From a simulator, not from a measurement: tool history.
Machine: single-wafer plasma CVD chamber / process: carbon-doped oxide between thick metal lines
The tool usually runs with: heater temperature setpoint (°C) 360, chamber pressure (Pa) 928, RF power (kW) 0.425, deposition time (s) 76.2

run	day	heater temperature setpoint (°C)	chamber pressure (Pa)	RF power (kW)	deposition time (s)	wafers since the last listed run	hours since the last thermocouple change	hours since the last RF generator calibration	hours since the last manometer calibration	hours since the showerhead was replaced	hours since the gauge calibration	read-back reference wafer on the same gauge, thickness_nm	mean film thickness on the monitor wafer (Å)
1	0.000	354	928	0.425	76.2	0	810.8	1864.1	1345.0	7520.7	680.4	372.000	3314.13
# day 0.246: gauge calibrated
# day 1.475: capacitance manometer re-zeroed and calibrated
2	1.496	354	928	0.425	76.2	416	846.7	1900.0	0.5	7556.6	30.0	371.750	3300.42
3	2.112	360	928	0.425	76.2	220	861.5	1914.8	15.3	7571.4	44.8	372.137	3266.98
4	2.917	360	928	0.425	76.2	287	880.8	1934.1	34.6	7590.7	64.1	371.910	3265.56
# day 3.692: showerhead replaced
5	4.062	360	928	0.425	70.8	290	908.3	1961.6	62.1	8.9	91.6	372.137	3043.15
6	5.071	360	1045	0.425	76.2	360	932.5	1985.8	86.3	33.1	115.8	371.557	3280.31
7	6.354	360	1045	0.425	76.2	459	963.3	2016.6	117.1	63.9	146.6	371.822	3296.25
8	7.283	360	928	0.425	76.2	332	985.6	2038.9	139.4	86.2	168.9	372.026	3267.32
9	8.200	347	928	0.425	76.2	328	1007.6	2060.9	161.4	108.2	190.9	371.822	3385.93
10	9.304	360	928	0.460	83.6	395	1034.1	2087.4	187.9	134.7	217.4	372.100	3760.32
11	10.450	350	1009	0.375	85.7	410	1061.6	2114.9	215.4	162.2	244.9	372.048	3482.58
12	10.958	360	928	0.395	70.4	181	1073.8	2127.1	227.6	174.4	257.1	371.992	2862.82
13	12.304	351	928	0.425	61.9	481	1106.1	2159.4	259.9	206.7	289.4	372.018	2709.62
14	13.450	360	840	0.385	76.2	410	1133.6	2186.9	287.4	234.2	316.9	372.180	3023.29
# day 13.954: thermocouple changed; heater temperature recalibrated
15	14.492	360	1135	0.425	76.2	253	12.9	2211.9	312.4	259.2	341.9	371.972	3341.35
# day 15.529: RF generator calibrated
16	15.550	349	928	0.425	76.2	259	38.3	0.5	337.8	284.6	367.3	372.290	3562.24
17	15.933	360	928	0.425	91.4	137	47.5	9.7	347.0	293.8	376.5	371.971	4151.95
18	17.029	360	928	0.425	76.2	392	73.8	36.0	373.3	320.1	402.8	371.694	3440.53
19	17.842	360	928	0.460	83.3	290	93.3	55.5	392.8	339.6	422.3	372.189	3958.74
20	18.454	360	760	0.485	90.2	219	108.0	70.2	407.5	354.3	437.0	371.843	4325.39
21	19.167	360	928	0.500	76.2	254	125.1	87.3	424.6	371.4	454.1	372.206	3794.66

Run 22 comes next. What will it give?
22	20.154	360	857	0.425	67.4	353	148.8	111.0	448.3	395.1	477.8	?	?

{"run 22": {"read-back reference wafer on the same gauge, thickness_nm": 371.965, "mean film thickness on the monitor wafer (Å)": 3011.76}}
If the tool had no hidden condition, the same run with the same run-to-run variation would have returned mean film thickness on the monitor wafer (Å) 3043.47.
